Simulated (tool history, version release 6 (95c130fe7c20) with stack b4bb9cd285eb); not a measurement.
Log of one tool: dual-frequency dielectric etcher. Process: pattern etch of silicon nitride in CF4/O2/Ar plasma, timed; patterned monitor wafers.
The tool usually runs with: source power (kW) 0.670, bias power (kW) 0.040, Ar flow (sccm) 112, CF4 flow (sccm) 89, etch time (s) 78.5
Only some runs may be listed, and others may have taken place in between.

| run | hour | source power (kW) | bias power (kW) | Ar flow (sccm) | CF4 flow (sccm) | etch time (s) | wafers since the last listed run | hours since the last wet clean | hours since the last source power generator calibration | hours since the last bias power generator calibration | hours since the last Ar flow controller change | hours since the last CF4 flow controller change | hours since the last upper electrode change | hours since the gauge calibration | read-back reference wafer on the same gauge, depth_nm | mean etch depth across the wafer (Å) |
|---|---|---|---|---|---|---|---|---|---|---|---|---|---|---|---|---|
| 1 | 0.0 | 0.670 | 0.040 | 112 | 89 | 78.5 | 0 | 0.5 | 2991.2 | 1524.1 | 3155.1 | 4741.5 | 6.7 | 122.3 | 190.9 | 1743 |
| 2 | 0.4 | 0.670 | 0.040 | 112 | 89 | 78.5 | 3 | 0.9 | 2991.6 | 1524.5 | 3155.5 | 4741.9 | 7.1 | 122.7 | 191.0 | 1745 |
| 3 | 0.7 | 0.670 | 0.040 | 112 | 89 | 78.5 | 2 | 1.2 | 2991.9 | 1524.8 | 3155.8 | 4742.2 | 7.4 | 123.0 | 191.0 | 1744 |
| 4 | 8.5 | 0.670 | 0.040 | 112 | 89 | 78.5 | 61 | 9.0 | 2999.7 | 1532.6 | 3163.6 | 4750.0 | 15.2 | 130.8 | 191.0 | 1742 |
| 5 | 18.2 | 0.530 | 0.035 | 112 | 89 | 78.5 | 76 | 18.7 | 3009.4 | 1542.3 | 3173.3 | 4759.7 | 24.9 | 140.5 | 191.1 | 1381 |
| 6 | 37.8 | 0.530 | 0.035 | 112 | 89 | 78.5 | 154 | 38.3 | 3029.0 | 1561.9 | 3192.9 | 4779.3 | 44.5 | 160.1 | 190.9 | 1379 |
| 7 | 50.1 | 0.530 | 0.035 | 112 | 89 | 78.5 | 97 | 50.6 | 3041.3 | 1574.2 | 3205.2 | 4791.6 | 56.8 | 172.4 | 190.9 | 1382 |
| 8 | 58.1 | 0.720 | 0.040 | 112 | 89 | 67.5 | 63 | 58.6 | 3049.3 | 1582.2 | 3213.2 | 4799.6 | 64.8 | 180.4 | 191.0 | 1580 |
| 9 | 73.5 | 0.810 | 0.040 | 112 | 89 | 71.0 | 121 | 74.0 | 3064.7 | 1597.6 | 3228.6 | 4815.0 | 80.2 | 195.8 | 191.1 | 1808 |
| 10 | 85.0 | 0.720 | 0.040 | 112 | 89 | 67.5 | 90 | 85.5 | 3076.2 | 1609.1 | 3240.1 | 4826.5 | 91.7 | 207.3 | 191.0 | 1577 |
|  | 93.4 | bias power generator calibrated |
| 11 | 97.9 | 0.670 | 0.040 | 132 | 89 | 78.5 | 70 | 98.4 | 3089.1 | 4.5 | 3253.0 | 4839.4 | 104.6 | 220.2 | 190.9 | 1674 |
|  | 98.5 | gauge calibrated |
|  | 107.1 | Ar flow controller replaced |
|  | 108.3 | CF4 flow controller replaced |
| 12 | 112.0 | 0.670 | 0.040 | 92 | 89 | 78.5 | 54 | 112.5 | 3103.2 | 18.6 | 4.9 | 3.7 | 118.7 | 13.5 | 191.0 | 1733 |
| 13 | 120.2 | 0.720 | 0.040 | 112 | 89 | 67.5 | 64 | 120.7 | 3111.4 | 26.8 | 13.1 | 11.9 | 126.9 | 21.7 | 191.1 | 1536 |
| 14 | 131.6 | 0.570 | 0.047 | 112 | 97 | 78.5 | 90 | 132.1 | 3122.8 | 38.2 | 24.5 | 23.3 | 138.3 | 33.1 | 191.0 | 1682 |
| 15 | 147.8 | 0.670 | 0.040 | 132 | 89 | 78.5 | 128 | 148.3 | 3139.0 | 54.4 | 40.7 | 39.5 | 154.5 | 49.3 | 190.9 | 1681 |
|  | 151.9 | source power generator calibrated |
| 16 | 164.7 | 0.670 | 0.040 | 112 | 70 | 102.0 | 101 | 165.2 | 12.8 | 71.3 | 57.6 | 56.4 | 171.4 | 66.2 | 191.0 | 2116 |
| 17 | 176.5 | 0.670 | 0.040 | 112 | 89 | 67.0 | 93 | 177.0 | 24.6 | 83.1 | 69.4 | 68.2 | 183.2 | 78.0 | 191.1 | 1457 |
| 18 | 197.4 | 0.670 | 0.040 | 112 | 89 | 78.5 | 165 | 197.9 | 45.5 | 104.0 | 90.3 | 89.1 | 204.1 | 98.9 | 191.0 | 1703 |
| 19 | 206.2 | 0.610 | 0.040 | 138 | 99 | 60.0 | 69 | 206.7 | 54.3 | 112.8 | 99.1 | 97.9 | 212.9 | 107.7 | 191.1 | 1223 |
| 20 | 222.9 | 0.710 | 0.033 | 112 | 104 | 78.5 | 132 | 223.4 | 71.0 | 129.5 | 115.8 | 114.6 | 229.6 | 124.4 | 191.0 | 1656 |
| 21 | 229.8 | 0.670 | 0.040 | 112 | 89 | 78.5 | 54 | 230.3 | 77.9 | 136.4 | 122.7 | 121.5 | 236.5 | 131.3 | 191.0 | 1706 |

Exercise: give the hidden state of the tool at every run:
source power that arrives over what is set, %: 0, the same for each run
Ar flow that arrives over what is set, %: 0, the same for each run
CF4 flow that arrives over what is set, %: 0, the same for each run
gauge reads high (%): 0, the same for each run
H1: etch rate over this chamber's usual, %
H2: bias power that arrives over what is set, %
| run | H1 | H2 |
|---|---|---|
| 1 | 0.236 | 5.13 |
| 2 | 0.237 | 5.13 |
| 3 | 0.238 | 5.13 |
| 4 | 0.253 | 5.15 |
| 5 | 0.272 | 5.18 |
| 6 | 0.311 | 5.24 |
| 7 | 0.335 | 5.27 |
| 8 | 0.351 | 5.29 |
| 9 | 0.381 | 5.34 |
| 10 | 0.404 | 5.37 |
| 11 | 0.429 | 0.13 |
| 12 | 0.457 | 0.171 |
| 13 | 0.473 | 0.194 |
| 14 | 0.496 | 0.227 |
| 15 | 0.528 | 0.274 |
| 16 | 0.561 | 0.323 |
| 17 | 0.584 | 0.357 |
| 18 | 0.625 | 0.418 |
| 19 | 0.643 | 0.443 |
| 20 | 0.675 | 0.491 |
| 21 | 0.689 | 0.511 |

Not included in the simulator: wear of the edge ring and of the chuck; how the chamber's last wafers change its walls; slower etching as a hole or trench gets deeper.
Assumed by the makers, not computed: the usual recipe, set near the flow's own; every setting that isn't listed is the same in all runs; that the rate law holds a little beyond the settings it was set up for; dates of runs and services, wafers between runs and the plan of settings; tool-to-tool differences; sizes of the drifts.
